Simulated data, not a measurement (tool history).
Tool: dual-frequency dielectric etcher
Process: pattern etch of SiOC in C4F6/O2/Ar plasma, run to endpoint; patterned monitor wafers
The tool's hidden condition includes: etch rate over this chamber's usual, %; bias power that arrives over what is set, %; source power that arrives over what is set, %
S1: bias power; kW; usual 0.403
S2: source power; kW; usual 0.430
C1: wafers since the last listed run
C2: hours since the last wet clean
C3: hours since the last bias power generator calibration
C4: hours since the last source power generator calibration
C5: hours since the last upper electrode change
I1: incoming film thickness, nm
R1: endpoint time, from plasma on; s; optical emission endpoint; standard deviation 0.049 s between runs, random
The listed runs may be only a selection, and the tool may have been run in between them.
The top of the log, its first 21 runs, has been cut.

run   hour     S1     S2   C1     C2     C3     C4     C5     I1    R1
 22  299.1  0.450  0.400  153  125.5  144.0   95.9   94.1  42.62  15.6
 23  306.0  0.347  0.490  126  132.4  150.9  102.8  101.0  42.77  15.2
 24  323.9  0.474  0.530  327  150.3  168.8  120.7  118.9  42.70  13.8
 25  334.5  0.358  0.380  193  160.9  179.4  131.3  129.5  43.09  17.0
 26  349.1  0.330  0.430  267  175.5  194.0  145.9  144.1  42.88  16.3
 27  361.8  0.313  0.500  232  188.2  206.7  158.6  156.8  42.94  15.5
 28  369.1  0.403  0.430  133  195.5  214.0  165.9  164.1  42.92  15.6
 29  384.0  0.403  0.430  272  210.4  228.9  180.8  179.0  43.41  15.9
 30  393.1  0.403  0.430  166  219.5  238.0  189.9  188.1  43.02  15.7
 31  399.4  0.488  0.370  115  225.8  244.3  196.2  194.4  42.89  15.9

What will run 32 give?
 32  408.9  0.350  0.470  173  235.3  253.8  205.7  203.9  42.90   ?

R1: 15.6 s
Minus the tool's unlogged condition, the same run would have read R1 15.5 s.

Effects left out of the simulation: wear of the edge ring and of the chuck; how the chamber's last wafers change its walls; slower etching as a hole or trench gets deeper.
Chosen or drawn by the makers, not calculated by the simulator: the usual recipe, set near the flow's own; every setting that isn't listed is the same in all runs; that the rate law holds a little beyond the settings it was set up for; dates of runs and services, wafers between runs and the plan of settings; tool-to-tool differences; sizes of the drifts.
